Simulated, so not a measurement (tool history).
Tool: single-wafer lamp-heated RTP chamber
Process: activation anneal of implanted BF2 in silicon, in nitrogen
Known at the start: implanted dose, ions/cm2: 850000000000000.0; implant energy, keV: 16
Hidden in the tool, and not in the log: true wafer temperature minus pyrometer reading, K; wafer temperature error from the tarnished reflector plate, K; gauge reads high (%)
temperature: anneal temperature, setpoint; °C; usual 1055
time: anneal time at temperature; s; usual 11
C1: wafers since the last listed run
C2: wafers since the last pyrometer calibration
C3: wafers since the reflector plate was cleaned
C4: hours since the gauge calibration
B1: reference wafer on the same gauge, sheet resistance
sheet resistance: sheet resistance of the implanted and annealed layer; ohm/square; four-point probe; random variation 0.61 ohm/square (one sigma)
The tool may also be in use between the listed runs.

{"run": 1, "hour": 0.0, "temperature": 1055, "time": 11, "C1": 0, "C2": 2272, "C3": 10297, "C4": 400.7, "B1": 188.99, "sheet resistance": 187.41}
{"run": 2, "hour": 13.1, "temperature": 1055, "time": 11, "C1": 326, "C2": 2598, "C3": 10623, "C4": 413.8, "B1": 188.77, "sheet resistance": 186.79}
{"run": 3, "hour": 27.4, "temperature": 1055, "time": 11, "C1": 356, "C2": 2955, "C3": 10979, "C4": 428.1, "B1": 188.84, "sheet resistance": 186.71}
{"run": 4, "hour": 42.5, "temperature": 1055, "time": 11, "C1": 376, "C2": 3331, "C3": 11355, "C4": 443.2, "B1": 188.96, "sheet resistance": 186.53}
{"run": 5, "hour": 55.4, "temperature": 1055, "time": 11, "C1": 321, "C2": 3652, "C3": 11677, "C4": 456.1, "B1": 188.92, "sheet resistance": 187.49}
{"hour": 69.2, "done": "gauge calibrated"}
{"run": 6, "hour": 72.8, "temperature": 1055, "time": 11, "C1": 433, "C2": 4085, "C3": 12110, "C4": 3.6, "B1": 189.04, "sheet resistance": 186.33}
{"hour": 89.8, "done": "reflector plate cleaned"}
{"run": 7, "hour": 90.3, "temperature": 1055, "time": 11, "C1": 236, "C2": 4322, "C3": 12, "C4": 21.1, "B1": 188.98, "sheet resistance": 190.42}
{"run": 8, "hour": 92.2, "temperature": 1063, "time": 11, "C1": 47, "C2": 4369, "C3": 59, "C4": 23, "B1": 188.95, "sheet resistance": 185.43}
{"run": 9, "hour": 105.0, "temperature": 1063, "time": 11, "C1": 318, "C2": 4688, "C3": 378, "C4": 35.8, "B1": 188.9, "sheet resistance": 184.68}
{"run": 10, "hour": 114.9, "temperature": 1055, "time": 11, "C1": 246, "C2": 4935, "C3": 625, "C4": 45.7, "B1": 189.07, "sheet resistance": 190.36}
{"run": 11, "hour": 127.5, "temperature": 1055, "time": 11, "C1": 313, "C2": 5248, "C3": 939, "C4": 58.3, "B1": 188.92, "sheet resistance": 189.09}
{"run": 12, "hour": 140.9, "temperature": 1055, "time": 11, "C1": 333, "C2": 5582, "C3": 1272, "C4": 71.7, "B1": 189.22, "sheet resistance": 188.95}
{"run": 13, "hour": 150.2, "temperature": 1055, "time": 11, "C1": 231, "C2": 5814, "C3": 1504, "C4": 81, "B1": 189.12, "sheet resistance": 188.87}
{"run": 14, "hour": 167.6, "temperature": 1055, "time": 6, "C1": 433, "C2": 6247, "C3": 1937, "C4": 98.4, "B1": 188.83, "sheet resistance": 205.54}
{"run": 15, "hour": 184.6, "temperature": 1075, "time": 9, "C1": 423, "C2": 6671, "C3": 2361, "C4": 115.4, "B1": 189.02, "sheet resistance": 181.82}
{"run": 16, "hour": 194.1, "temperature": 1039, "time": 14, "C1": 236, "C2": 6907, "C3": 2597, "C4": 124.9, "B1": 189.01, "sheet resistance": 198}
{"hour": 204.9, "done": "pyrometer window cleaned and pyrometer calibrated"}
{"run": 17, "hour": 210.4, "temperature": 1055, "time": 11, "C1": 206, "C2": 136, "C3": 2804, "C4": 141.2, "B1": 188.9, "sheet resistance": 189.39}
{"run": 18, "hour": 219.6, "temperature": 1036, "time": 11, "C1": 229, "C2": 365, "C3": 3033, "C4": 150.4, "B1": 189.03, "sheet resistance": 207.25}
{"run": 19, "hour": 230.4, "temperature": 1055, "time": 15, "C1": 268, "C2": 634, "C3": 3302, "C4": 161.2, "B1": 189.1, "sheet resistance": 183.13}
{"run": 20, "hour": 243.9, "temperature": 1055, "time": 11, "C1": 336, "C2": 970, "C3": 3638, "C4": 174.7, "B1": 188.92, "sheet resistance": 189.69}
{"run": 21, "hour": 260.8, "temperature": 1055, "time": 11, "C1": 420, "C2": 1391, "C3": 4059, "C4": 191.6, "B1": 189.19, "sheet resistance": 189.57}
{"run": 22, "hour": 268.8, "temperature": 1055, "time": 11, "C1": 199, "C2": 1590, "C3": 4258, "C4": 199.6, "B1": 188.82, "sheet resistance": 189.71}
{"run": 23, "hour": 275.8, "temperature": 1031, "time": 11, "C1": 174, "C2": 1765, "C3": 4433, "C4": 206.6, "B1": 189.01, "sheet resistance": 211.97}
{"run": 24, "hour": 282.7, "temperature": 1055, "time": 11, "C1": 171, "C2": 1937, "C3": 4605, "C4": 213.5, "B1": 189.05, "sheet resistance": 187.76}
{"run": 25, "hour": 294.4, "temperature": 1036, "time": 7, "C1": 291, "C2": 2228, "C3": 4896, "C4": 225.2, "B1": 189.07, "sheet resistance": 219.24}
{"run": 26, "hour": 304.2, "temperature": 1075, "time": 11, "C1": 244, "C2": 2472, "C3": 5140, "C4": 235, "B1": 189.01, "sheet resistance": 177.76}
{"run": 27, "hour": 315.0, "temperature": 1055, "time": 11, "C1": 268, "C2": 2741, "C3": 5409, "C4": 245.8, "B1": 188.94, "sheet resistance": 189.58}
{"run": 28, "hour": 323.0, "temperature": 1079, "time": 11, "C1": 199, "C2": 2940, "C3": 5608, "C4": 253.8, "B1": 189.23, "sheet resistance": 176.65}
{"run": 29, "hour": 339.6, "temperature": 1055, "time": 11, "C1": 413, "C2": 3354, "C3": 6022, "C4": 270.4, "B1": 189, "sheet resistance": 188.64}
{"run": 30, "hour": 350.4, "temperature": 1064, "time": 6, "C1": 268, "C2": 3623, "C3": 6291, "C4": 281.2, "B1": 188.97, "sheet resistance": 196.49}
{"run": 31, "hour": 368.4, "temperature": 1042, "time": 13, "C1": 448, "C2": 4071, "C3": 6739, "C4": 299.2, "B1": 189.08, "sheet resistance": 195.98}
{"run": 32, "hour": 375.4, "temperature": 1073, "time": 4, "C1": 174, "C2": 4245, "C3": 6913, "C4": 306.2, "B1": 188.97, "sheet resistance": 196.39}
{"run": 33, "hour": 383.2, "temperature": 1055, "time": 11, "C1": 194, "C2": 4440, "C3": 7108, "C4": 314, "B1": 188.88, "sheet resistance": 187.46}
{"run": 34, "hour": 392.6, "temperature": 1078, "time": 9, "C1": 234, "C2": 4674, "C3": 7342, "C4": 323.4, "B1": 189.02, "sheet resistance": 178.78}
{"run": 35, "hour": 402.0, "temperature": 1073, "time": 5, "C1": 234, "C2": 4908, "C3": 7576, "C4": 332.8, "B1": 188.96, "sheet resistance": 191.94}
{"run": 36, "hour": 409.8, "temperature": 1037, "time": 7, "C1": 194, "C2": 5102, "C3": 7770, "C4": 340.6, "B1": 189.24, "sheet resistance": 214.53}

Forecast each of these 5 alternatives for the next run:
{"run": "A", "hour": 410.2, "temperature": 1055, "time": 11, "C1": 9, "C2": 5112, "C3": 7780, "C4": 341, "B1": "?", "sheet resistance": "?"}
{"run": "B", "hour": 410.2, "temperature": 1073, "time": 15, "C1": 9, "C2": 5112, "C3": 7780, "C4": 341, "B1": "?", "sheet resistance": "?"}
{"run": "C", "hour": 410.2, "temperature": 1040, "time": 15, "C1": 9, "C2": 5112, "C3": 7780, "C4": 341, "B1": "?", "sheet resistance": "?"}
{"run": "D", "hour": 410.2, "temperature": 1041, "time": 5, "C1": 9, "C2": 5112, "C3": 7780, "C4": 341, "B1": "?", "sheet resistance": "?"}
{"run": "E", "hour": 410.2, "temperature": 1078, "time": 15, "C1": 9, "C2": 5112, "C3": 7780, "C4": 341, "B1": "?", "sheet resistance": "?"}

run=A B1=188.98 sheet_resistance=188.8
run=B B1=188.98 sheet_resistance=172.55
run=C B1=188.98 sheet_resistance=194.06
run=D B1=188.98 sheet_resistance=222.02
run=E B1=188.98 sheet_resistance=170.19
Without the tool's hidden state the same runs would have given:
run=A sheet_resistance=191.84
run=B sheet_resistance=174.7
run=C sheet_resistance=197.96
run=D sheet_resistance=226.71
run=E sheet_resistance=172.21
